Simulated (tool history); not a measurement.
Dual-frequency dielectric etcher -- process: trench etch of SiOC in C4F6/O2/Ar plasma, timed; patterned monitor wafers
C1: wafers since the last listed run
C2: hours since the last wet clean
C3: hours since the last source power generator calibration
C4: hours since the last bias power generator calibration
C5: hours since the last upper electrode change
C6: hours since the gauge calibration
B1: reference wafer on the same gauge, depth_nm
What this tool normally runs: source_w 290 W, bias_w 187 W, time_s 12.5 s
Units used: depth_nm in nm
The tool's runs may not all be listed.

run 1 day=0.000 | source_w=290 bias_w=169 time_s=12.5 | C1=0 C2=86.2 C3=1577.8 C4=1248.3 C5=2791.1 C6=1272.3 | B1=22.19 | depth_nm=19.60
run 2 day=1.458 | source_w=290 bias_w=169 time_s=12.5 | C1=606 C2=121.2 C3=1612.8 C4=1283.3 C5=2826.1 C6=1307.3 | B1=22.15 | depth_nm=19.59
run 3 day=3.392 | source_w=290 bias_w=169 time_s=12.5 | C1=804 C2=167.6 C3=1659.2 C4=1329.7 C5=2872.5 C6=1353.7 | B1=22.12 | depth_nm=19.52
run 4 day=5.946 | source_w=290 bias_w=187 time_s=12.5 | C1=1062 C2=228.9 C3=1720.5 C4=1391.0 C5=2933.8 C6=1415.0 | B1=22.06 | depth_nm=20.51
run 5 day=7.854 | source_w=290 bias_w=187 time_s=13.5 | C1=794 C2=274.7 C3=1766.3 C4=1436.8 C5=2979.6 C6=1460.8 | B1=22.05 | depth_nm=22.10
-- day=8.283 source power generator calibrated
run 6 day=9.954 | source_w=290 bias_w=187 time_s=13.5 | C1=804 C2=325.1 C3=40.1 C4=1487.2 C5=3030.0 C6=1511.2 | B1=21.99 | depth_nm=22.26
run 7 day=12.662 | source_w=290 bias_w=187 time_s=13.5 | C1=1126 C2=390.1 C3=105.1 C4=1552.2 C5=3095.0 C6=1576.2 | B1=21.92 | depth_nm=22.15
run 8 day=14.696 | source_w=290 bias_w=187 time_s=12.5 | C1=846 C2=438.9 C3=153.9 C4=1601.0 C5=3143.8 C6=1625.0 | B1=21.87 | depth_nm=20.42
-- day=14.975 gauge calibrated
run 9 day=16.275 | source_w=290 bias_w=187 time_s=12.5 | C1=657 C2=476.8 C3=191.8 C4=1638.9 C5=3181.7 C6=31.2 | B1=22.61 | depth_nm=21.17
-- day=19.017 upper electrode replaced
run 10 day=19.038 | source_w=290 bias_w=169 time_s=12.5 | C1=733 C2=543.1 C3=258.1 C4=1705.2 C5=0.5 C6=97.5 | B1=22.61 | depth_nm=19.98
-- day=19.575 bias power generator calibrated
-- day=20.471 wet clean of the chamber
run 11 day=20.492 | source_w=290 bias_w=187 time_s=12.5 | C1=162 C2=0.5 C3=293.0 C4=22.0 C5=35.4 C6=132.4 | B1=22.60 | depth_nm=21.12
run 12 day=21.412 | source_w=290 bias_w=187 time_s=12.5 | C1=383 C2=22.6 C3=315.1 C4=44.1 C5=57.5 C6=154.5 | B1=22.60 | depth_nm=21.11
run 13 day=22.738 | source_w=290 bias_w=187 time_s=12.5 | C1=551 C2=54.4 C3=346.9 C4=75.9 C5=89.3 C6=186.3 | B1=22.61 | depth_nm=21.16
run 14 day=25.150 | source_w=240 bias_w=220 time_s=14.0 | C1=1003 C2=112.3 C3=404.8 C4=133.8 C5=147.2 C6=244.2 | B1=22.60 | depth_nm=24.76
run 15 day=27.979 | source_w=290 bias_w=187 time_s=12.5 | C1=1177 C2=180.2 C3=472.7 C4=201.7 C5=215.1 C6=312.1 | B1=22.60 | depth_nm=21.05
run 16 day=29.812 | source_w=320 bias_w=223 time_s=14.5 | C1=762 C2=224.2 C3=516.7 C4=245.7 C5=259.1 C6=356.1 | B1=22.60 | depth_nm=27.40
run 17 day=32.225 | source_w=340 bias_w=149 time_s=11.0 | C1=1003 C2=282.1 C3=574.6 C4=303.6 C5=317.0 C6=414.0 | B1=22.57 | depth_nm=17.04
run 18 day=34.283 | source_w=290 bias_w=187 time_s=16.0 | C1=856 C2=331.5 C3=624.0 C4=353.0 C5=366.4 C6=463.4 | B1=22.56 | depth_nm=26.96
run 19 day=36.388 | source_w=260 bias_w=187 time_s=12.5 | C1=875 C2=382.0 C3=674.5 C4=403.5 C5=416.9 C6=513.9 | B1=22.53 | depth_nm=20.63
run 20 day=39.158 | source_w=360 bias_w=187 time_s=12.5 | C1=1152 C2=448.5 C3=741.0 C4=470.0 C5=483.4 C6=580.4 | B1=22.51 | depth_nm=22.01
run 21 day=42.012 | source_w=290 bias_w=187 time_s=12.5 | C1=1187 C2=517.0 C3=809.5 C4=538.5 C5=551.9 C6=648.9 | B1=22.50 | depth_nm=21.11
run 22 day=43.142 | source_w=290 bias_w=187 time_s=8.5 | C1=469 C2=544.1 C3=836.6 C4=565.6 C5=579.0 C6=676.0 | B1=22.46 | depth_nm=14.33
run 23 day=44.446 | source_w=290 bias_w=187 time_s=9.0 | C1=542 C2=575.4 C3=867.9 C4=596.9 C5=610.3 C6=707.3 | B1=22.47 | depth_nm=15.05
-- day=45.862 wet clean of the chamber
run 24 day=47.029 | source_w=260 bias_w=187 time_s=14.5 | C1=658 C2=28.0 C3=929.9 C4=658.9 C5=672.3 C6=769.3 | B1=22.43 | depth_nm=23.74
run 25 day=48.367 | source_w=290 bias_w=146 time_s=12.5 | C1=556 C2=60.1 C3=962.0 C4=691.0 C5=704.4 C6=801.4 | B1=22.43 | depth_nm=18.28
run 26 day=50.208 | source_w=290 bias_w=187 time_s=12.5 | C1=766 C2=104.3 C3=1006.2 C4=735.2 C5=748.6 C6=845.6 | B1=22.41 | depth_nm=20.89
run 27 day=51.688 | source_w=290 bias_w=187 time_s=12.5 | C1=615 C2=139.8 C3=1041.7 C4=770.7 C5=784.1 C6=881.1 | B1=22.39 | depth_nm=20.92
run 28 day=53.888 | source_w=290 bias_w=173 time_s=12.5 | C1=915 C2=192.6 C3=1094.5 C4=823.5 C5=836.9 C6=933.9 | B1=22.37 | depth_nm=19.96
run 29 day=58.625 | source_w=290 bias_w=187 time_s=15.5 | C1=1971 C2=306.3 C3=1208.2 C4=937.2 C5=950.6 C6=1047.6 | B1=22.29 | depth_nm=25.83
run 30 day=60.379 | source_w=310 bias_w=153 time_s=10.5 | C1=729 C2=348.4 C3=1250.3 C4=979.3 C5=992.7 C6=1089.7 | B1=22.28 | depth_nm=16.01

4 ways to go on from here, each from the tool as it stands after run 30. What would each give?
run A day=60.396 | source_w=290 bias_w=187 time_s=12.5 | C1=6 C2=348.8 C3=1250.7 C4=979.7 C5=993.1 C6=1090.1 | B1=? | depth_nm=?
run B day=60.396 | source_w=290 bias_w=144 time_s=15.5 | C1=6 C2=348.8 C3=1250.7 C4=979.7 C5=993.1 C6=1090.1 | B1=? | depth_nm=?
run C day=60.396 | source_w=350 bias_w=164 time_s=11.0 | C1=6 C2=348.8 C3=1250.7 C4=979.7 C5=993.1 C6=1090.1 | B1=? | depth_nm=?
run D day=60.396 | source_w=290 bias_w=187 time_s=11.0 | C1=6 C2=348.8 C3=1250.7 C4=979.7 C5=993.1 C6=1090.1 | B1=? | depth_nm=?

run=A B1=22.29 depth_nm=20.78
run=B B1=22.29 depth_nm=22.34
run=C B1=22.29 depth_nm=17.79
run=D B1=22.29 depth_nm=18.29
The same runs, with their run-to-run variation unchanged, on a tool lacking any hidden condition would have given:
run=A depth_nm=21.09
run=B depth_nm=22.68
run=C depth_nm=18.06
run=D depth_nm=18.56
